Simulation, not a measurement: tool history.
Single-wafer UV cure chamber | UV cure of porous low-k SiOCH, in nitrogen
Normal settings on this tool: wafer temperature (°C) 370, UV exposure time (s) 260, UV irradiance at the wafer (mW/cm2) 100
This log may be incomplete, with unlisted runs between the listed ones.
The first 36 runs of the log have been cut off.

run,hour,wafer temperature (°C),UV exposure time (s),UV irradiance at the wafer (mW/cm2),loss of film thickness in the cure (%)
37,532.5,361,135,123,9.148
38,546.8,370,260,75,9.979
39,563.3,389,410,129,14.72
40,574,370,260,100,11.453
41,589.7,385,350,78,11.604
42,600.6,370,260,100,11.39
43,607.3,370,305,139,13.349
44,622.9,370,260,100,11.158

Each row is a separate what-if for the run after 44, all from the same tool condition, not one after another. Results?
A,623.3,370,370,100,?
B,623.3,382,260,100,?
C,623.3,370,260,110,?
D,623.3,361,215,131,?

run,loss of film thickness in the cure (%)
A,13.011
B,11.641
C,11.845
D,11.605
With no hidden state in the tool, these same runs would have given:
run,loss of film thickness in the cure (%)
A,13.319
B,11.941
C,12.146
D,11.905
